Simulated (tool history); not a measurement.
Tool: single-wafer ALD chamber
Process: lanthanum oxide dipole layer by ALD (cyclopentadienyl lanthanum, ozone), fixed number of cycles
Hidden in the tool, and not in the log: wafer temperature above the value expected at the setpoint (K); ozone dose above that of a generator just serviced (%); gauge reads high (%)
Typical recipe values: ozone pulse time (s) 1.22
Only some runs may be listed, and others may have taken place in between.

run    hour  ozone pulse time (s)  wafers since the last listed run  hours since the last thermocouple change  hours since the last ozone generator service  hours since the showerhead was replaced  hours since the gauge calibration  read-back reference wafer on the same gauge, thickness_nm  mean film thickness on the monitor wafer (Å)
  1       0                  1.22                                 0                                    1890.8                                         546.9                                   4175.1                             1330.4                                                      0.575                                          5.39
  2    56.4                  1.02                               803                                    1947.2                                         603.3                                   4231.5                             1386.8                                                      0.576                                          5.16
  3   117.4                  1.22                               868                                    2008.2                                         664.3                                   4292.5                             1447.8                                                      0.576                                          5.41
  4   303.3                  1.22                              2647                                    2194.1                                         850.2                                   4478.4                             1633.7                                                      0.577                                          5.37
  5   329.1                  1.03                               367                                    2219.9                                           876                                   4504.2                             1659.5                                                      0.575                                          5.16
  6     378                  1.03                               696                                    2268.8                                         924.9                                   4553.1                             1708.4                                                      0.577                                          5.09
      405.3  -- showerhead replaced, of another model than before
  7   409.6                  1.03                               336                                    2300.4                                         956.5                                      4.3                               1740                                                      0.577                                             5
  8   458.1                  1.51                               690                                    2348.9                                          1005                                     52.8                             1788.5                                                      0.577                                          5.67
  9   525.6                  1.22                               961                                    2416.4                                        1072.5                                    120.3                               1856                                                      0.576                                          5.35
 10   552.1                  1.56                               377                                    2442.9                                          1099                                    146.8                             1882.5                                                      0.577                                          5.72
 11   590.8                   0.9                               551                                    2481.6                                        1137.7                                    185.5                             1921.2                                                      0.576                                          4.57
 12   616.3                  1.22                               363                                    2507.1                                        1163.2                                      211                             1946.7                                                      0.577                                          5.28
 13   653.3                  1.61                               527                                    2544.1                                        1200.2                                      248                             1983.7                                                      0.576                                          5.72
 14     689                  1.07                               508                                    2579.8                                        1235.9                                    283.7                             2019.4                                                      0.576                                          5.06
      828.5  -- thermocouple changed; heater temperature recalibrated
 15   892.5                  1.22                              2784                                        64                                        1439.4                                    487.2                             2222.9                                                      0.576                                          5.26
 16   948.6                  1.22                               799                                     120.1                                        1495.5                                    543.3                               2279                                                      0.576                                          5.26
 17  1009.7                   1.6                               870                                     181.2                                        1556.6                                    604.4                             2340.1                                                      0.576                                          5.62
 18    1041                  1.39                               445                                     212.5                                        1587.9                                    635.7                             2371.4                                                      0.578                                          5.42
 19  1111.3                  0.85                              1001                                     282.8                                        1658.2                                      706                             2441.7                                                      0.576                                          4.17
 20  1177.1                  1.42                               937                                     348.6                                          1724                                    771.8                             2507.5                                                      0.576                                          5.44
 21    1206                  1.05                               411                                     377.5                                        1752.9                                    800.7                             2536.4                                                      0.576                                          4.73
     1278.1  -- gauge calibrated
 22  1410.9                  1.22                              2918                                     582.4                                        1957.8                                   1005.6                              132.8                                                      0.576                                          5.03
       1434  -- ozone generator serviced
 23    1474                  1.44                               784                                     645.5                                            40                                   1068.7                              195.9                                                      0.577                                          5.64
 24  1667.4                  0.82                              2754                                     838.9                                         233.4                                   1262.1                              389.3                                                      0.576                                           4.5
 25  1715.5                   1.5                               685                                       887                                         281.5                                   1310.2                              437.4                                                      0.576                                          5.74
 26  1757.7                  0.83                               601                                     929.2                                         323.7                                   1352.4                              479.6                                                      0.576                                          4.51
 27  1827.5                  0.75                               994                                       999                                         393.5                                   1422.2                              549.4                                                      0.576                                          4.13
 28  1890.2                  1.22                               893                                    1061.7                                         456.2                                   1484.9                              612.1                                                      0.576                                          5.39
 29  1952.5                  1.36                               887                                      1124                                         518.5                                   1547.2                              674.4                                                      0.575                                          5.58
 30  2010.4                  1.69                               824                                    1181.9                                         576.4                                   1605.1                              732.3                                                      0.577                                           5.8
 31  2044.2                  0.88                               481                                    1215.7                                         610.2                                   1638.9                              766.1                                                      0.577                                          4.65
 32  2068.5                  0.94                               346                                      1240                                         634.5                                   1663.2                              790.4                                                      0.576                                          4.86
 33  2106.9                  0.93                               546                                    1278.4                                         672.9                                   1701.6                              828.8                                                      0.576                                          4.78

Hidden state at the last listed run before each entry between runs and at the first one after, where it differs:
After run 6, before run 7: showerhead replaced, of another model than before (hour 405.3)
  ozone dose above that of a generator just serviced (%): -5.71 -> -5.97
  the result without the hidden state subtracted from the measured one, mean film thickness on the monitor wafer (Å): -0.09 -> -0.14
After run 14, before run 15: thermocouple changed; heater temperature recalibrated (hour 828.5)
  ozone dose above that of a generator just serviced (%): -8.68 -> -11.1
  the result without the hidden state subtracted from the measured one, mean film thickness on the monitor wafer (Å): -0.21 -> -0.22
After run 21, before run 22: gauge calibrated (hour 1278.1)
  ozone dose above that of a generator just serviced (%): -15.5 -> -18.8
  the result without the hidden state subtracted from the measured one, mean film thickness on the monitor wafer (Å): -0.41 -> -0.43
After run 22, before run 23: ozone generator serviced (hour 1434)
  ozone dose above that of a generator just serviced (%): -18.8 -> -0.662
  the result without the hidden state subtracted from the measured one, mean film thickness on the monitor wafer (Å): -0.43 -> -0.01
